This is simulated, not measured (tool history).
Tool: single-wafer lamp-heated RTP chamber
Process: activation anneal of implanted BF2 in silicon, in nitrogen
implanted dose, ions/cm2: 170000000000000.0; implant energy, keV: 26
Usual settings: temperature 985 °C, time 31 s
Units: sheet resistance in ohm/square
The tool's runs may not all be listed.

run,hour,temperature,time,"read-back reference wafer on the same gauge, sheet resistance",sheet resistance
1,0,985,31,455.18,561.77
2,23.1,985,31,454.83,560.92
3,61.5,985,31,455.02,561.81
4,85.5,985,31,455.05,560.99
5,180,985,39,455.05,560.51
6,207,985,39,455.05,559.79
7,241,985,39,454.74,558.8
8,271.2,985,31,454.94,560.4
9,288.4,985,31,455.03,560.55
10,314.7,985,31,455.12,560.51
11,340,985,21,455.36,563.22
12,367,985,21,454.89,563.34
13,381.5,985,21,455.26,562.26
14,412,985,31,454.8,559.52
15,436.1,985,31,454.97,563.08
16,457.7,985,47,454.74,559.85
17,476.6,985,31,455.17,563.12
18,502.2,985,31,455.19,563.7
19,516,1004,19,454.86,560.5
20,531.8,985,31,454.88,565.17
21,545.3,985,31,454.66,562.57
22,564.5,1002,37,454.91,556.78
23,591.7,962,15,455.1,585.21
24,625.7,985,31,454.94,564.43
25,712,985,45,454.86,560.23
26,740.4,985,18,455.11,566.05
27,754.5,985,31,454.73,562.51
28,770.7,985,22,454.96,564.55
29,790.3,963,22,455.22,574.16
30,805.3,965,31,454.97,570.57
31,833.6,985,13,454.67,567

Not shown: 3 entries that the log had between the listed runs. Between which runs, and how does the tool's hidden state differ before and after?
Between runs 11 and 12: reflector plate cleaned (hour 366.5)
  true wafer temperature minus pyrometer reading, K: 10.5 -> 11.6
  measured less the result without the state, sheet resistance: -2.74 -> -2.96 ohm/square
Between runs 14 and 15: gauge calibrated (hour 412.6); pyrometer window cleaned and pyrometer calibrated (hour 435.6)
  true wafer temperature minus pyrometer reading, K: 13.5 -> 0.147
  measured less the result without the state, sheet resistance: -3.23 -> -0.05 ohm/square
